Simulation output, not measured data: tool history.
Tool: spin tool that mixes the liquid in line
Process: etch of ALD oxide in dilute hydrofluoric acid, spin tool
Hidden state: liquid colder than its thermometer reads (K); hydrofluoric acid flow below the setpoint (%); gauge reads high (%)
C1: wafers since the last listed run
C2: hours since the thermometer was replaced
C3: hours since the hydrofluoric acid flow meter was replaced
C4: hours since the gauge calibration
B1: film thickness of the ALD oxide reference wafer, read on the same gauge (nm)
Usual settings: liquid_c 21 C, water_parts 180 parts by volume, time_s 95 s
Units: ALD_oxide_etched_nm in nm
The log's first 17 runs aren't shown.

Run 18, hour 230.6: usual settings; C1 95; C2 115.2; C3 1692.8; C4 20.5; B1 40.01. Result: ALD_oxide_etched_nm 10.13 nm.
Run 19, hour 238.9: usual settings but time_s 140 s; C1 70; C2 123.5; C3 1701.1; C4 28.8; B1 40.01. Result: ALD_oxide_etched_nm 14.82 nm.
At hour 240.2: hydrofluoric acid flow meter replaced.
Run 20, hour 255.2: usual settings but liquid_c 22.5 C, water_parts 100 parts by volume, time_s 75 s; C1 129; C2 139.8; C3 15; C4 45.1; B1 40.02. Result: ALD_oxide_etched_nm 16.48 nm.
Run 21, hour 269.5: usual settings but liquid_c 19.5 C, water_parts 105 parts by volume, time_s 65 s; C1 121; C2 154.1; C3 29.3; C4 59.4; B1 40. Result: ALD_oxide_etched_nm 11.96 nm.
Run 22, hour 282: usual settings but liquid_c 22.5 C, water_parts 250 parts by volume, time_s 145 s; C1 106; C2 166.6; C3 41.8; C4 71.9; B1 40.02. Result: ALD_oxide_etched_nm 10.78 nm.
Run 23, hour 293.7: usual settings but water_parts 240 parts by volume; C1 99; C2 178.3; C3 53.5; C4 83.6; B1 40.01. Result: ALD_oxide_etched_nm 7.11 nm.
Run 24, hour 302.8: usual settings; C1 77; C2 187.4; C3 62.6; C4 92.7; B1 40.02. Result: ALD_oxide_etched_nm 10.08 nm.
Run 25, hour 340.3: usual settings; C1 318; C2 224.9; C3 100.1; C4 130.2; B1 40. Result: ALD_oxide_etched_nm 9.99 nm.
Run 26, hour 349.6: usual settings but liquid_c 23 C, water_parts 110 parts by volume, time_s 120 s; C1 78; C2 234.2; C3 109.4; C4 139.5; B1 40.03. Result: ALD_oxide_etched_nm 24.28 nm.
Run 27, hour 362.5: usual settings but liquid_c 19 C, water_parts 260 parts by volume, time_s 80 s; C1 109; C2 247.1; C3 122.3; C4 152.4; B1 40. Result: ALD_oxide_etched_nm 4.94 nm.
Run 28, hour 374.3: usual settings but time_s 60 s; C1 100; C2 258.9; C3 134.1; C4 164.2; B1 39.97. Result: ALD_oxide_etched_nm 6.23 nm.
Run 29, hour 384.6: usual settings but liquid_c 23 C, time_s 110 s; C1 87; C2 269.2; C3 144.4; C4 174.5; B1 40.02. Result: ALD_oxide_etched_nm 12.41 nm.
Run 30, hour 391.8: usual settings but liquid_c 23 C, water_parts 105 parts by volume, time_s 110 s; C1 61; C2 276.4; C3 151.6; C4 181.7; B1 39.96. Result: ALD_oxide_etched_nm 23.21 nm.
Run 31, hour 406.2: usual settings but water_parts 260 parts by volume, time_s 125 s; C1 122; C2 290.8; C3 166; C4 196.1; B1 40.01. Result: ALD_oxide_etched_nm 8.3 nm.
Run 32, hour 417.2: usual settings; C1 93; C2 301.8; C3 177; C4 207.1; B1 39.99. Result: ALD_oxide_etched_nm 9.95 nm.
Run 33, hour 425.1: usual settings but liquid_c 23 C, water_parts 255 parts by volume; C1 67; C2 309.7; C3 184.9; C4 215; B1 39.96. Result: ALD_oxide_etched_nm 6.97 nm.

5 ways to go on from here, each from the tool as it stands after run 33. What would each give?
Run A, hour 425.5: usual settings; C1 3; C2 310.1; C3 185.3; C4 215.4; B1 ?. Result: ALD_oxide_etched_nm ?.
Run B, hour 425.5: usual settings but water_parts 150 parts by volume, time_s 145 s; C1 3; C2 310.1; C3 185.3; C4 215.4; B1 ?. Result: ALD_oxide_etched_nm ?.
Run C, hour 425.5: usual settings but liquid_c 26 C, water_parts 255 parts by volume, time_s 135 s; C1 3; C2 310.1; C3 185.3; C4 215.4; B1 ?. Result: ALD_oxide_etched_nm ?.
Run D, hour 425.5: usual settings but liquid_c 18.5 C, time_s 75 s; C1 3; C2 310.1; C3 185.3; C4 215.4; B1 ?. Result: ALD_oxide_etched_nm ?.
Run E, hour 425.5: usual settings but liquid_c 24 C, water_parts 95 parts by volume, time_s 40 s; C1 3; C2 310.1; C3 185.3; C4 215.4; B1 ?. Result: ALD_oxide_etched_nm ?.

run  B1  ALD_oxide_etched_nm
  A  40                10.04
  B  40                18.96
  C  40                11.21
  D  40                 7.18
  E  40                  9.9
Without the tool's hidden state the same runs would have given:
run  ALD_oxide_etched_nm
  A                10.23
  B                19.33
  C                 11.4
  D                 7.32
  E                 10.1
